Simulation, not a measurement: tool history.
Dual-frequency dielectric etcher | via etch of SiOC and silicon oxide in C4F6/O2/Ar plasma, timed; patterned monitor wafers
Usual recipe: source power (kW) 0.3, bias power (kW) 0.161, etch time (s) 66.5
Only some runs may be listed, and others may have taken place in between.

| run | hour | source power (kW) | bias power (kW) | etch time (s) | read-back reference wafer on the same gauge, depth_nm | mean etch depth across the wafer (angstrom) |
|---|---|---|---|---|---|---|
| 1 | 0 | 0.33 | 0.161 | 80 | 53 | 756 |
| 2 | 27 | 0.33 | 0.161 | 80 | 53 | 756 |
| 3 | 56.7 | 0.3 | 0.161 | 75 | 53 | 692 |
| 4 | 74.3 | 0.3 | 0.161 | 75 | 53 | 692 |
| 5 | 94.7 | 0.3 | 0.161 | 75 | 53 | 690 |
| 6 | 107 | 0.3 | 0.161 | 66.5 | 53 | 613 |
| 7 | 124.2 | 0.3 | 0.161 | 66.5 | 53 | 609 |
|  | 135 | bias power generator calibrated |
| 8 | 145.1 | 0.3 | 0.161 | 66.5 | 53 | 608 |
| 9 | 178.3 | 0.33 | 0.161 | 66.5 | 53 | 627 |
| 10 | 200.7 | 0.3 | 0.161 | 86 | 53 | 789 |
| 11 | 224.2 | 0.27 | 0.134 | 66.5 | 53 | 566 |
| 12 | 259.4 | 0.35 | 0.144 | 66.5 | 53 | 612 |
| 13 | 273.4 | 0.3 | 0.161 | 60 | 53 | 546 |
| 14 | 306.9 | 0.3 | 0.161 | 66.5 | 53 | 604 |
|  | 392.5 | upper electrode replaced |
| 15 | 406 | 0.25 | 0.144 | 81.5 | 53 | 687 |
|  | 436.9 | source power generator calibrated |
| 16 | 437.4 | 0.34 | 0.133 | 66.5 | 53 | 592 |
|  | 463.7 | wet clean of the chamber |
| 17 | 464.2 | 0.3 | 0.161 | 66.5 | 53 | 621 |
| 18 | 477.7 | 0.3 | 0.161 | 73.5 | 53 | 678 |
| 19 | 491 | 0.28 | 0.125 | 66.5 | 53 | 570 |
|  | 499.2 | gauge calibrated |
| 20 | 525.7 | 0.3 | 0.161 | 82 | 53 | 760 |
| 21 | 554.7 | 0.3 | 0.136 | 80.5 | 53 | 711 |
| 22 | 649.2 | 0.35 | 0.179 | 84 | 53 | 830 |
| 23 | 682.9 | 0.3 | 0.123 | 66.5 | 53 | 575 |
| 24 | 701.2 | 0.37 | 0.196 | 72 | 53 | 741 |
| 25 | 713.6 | 0.3 | 0.161 | 66.5 | 53 | 609 |
| 26 | 732.3 | 0.23 | 0.161 | 56.5 | 53 | 488 |
| 27 | 744.9 | 0.28 | 0.198 | 66.5 | 53 | 633 |
| 28 | 772.6 | 0.3 | 0.161 | 66.5 | 53 | 612 |
| 29 | 789.2 | 0.25 | 0.144 | 81.5 | 53 | 691 |
| 30 | 818.5 | 0.36 | 0.138 | 66.5 | 53 | 618 |

4 options for the next run, each taken on its own from the tool as it stands now. Forecast them:
| A | 818.9 | 0.37 | 0.161 | 66.5 | ? | ? |
| B | 818.9 | 0.25 | 0.161 | 76 | ? | ? |
| C | 818.9 | 0.3 | 0.192 | 66.5 | ? | ? |
| D | 818.9 | 0.3 | 0.185 | 66.5 | ? | ? |

| run | read-back reference wafer on the same gauge, depth_nm | mean etch depth across the wafer (angstrom) |
|---|---|---|
| A | 53 | 642 |
| B | 53 | 663 |
| C | 53 | 637 |
| D | 53 | 630 |
Had the tool no hidden state, the same runs would have come out as:
| run | mean etch depth across the wafer (angstrom) |
|---|---|
| A | 650 |
| B | 672 |
| C | 645 |
| D | 639 |
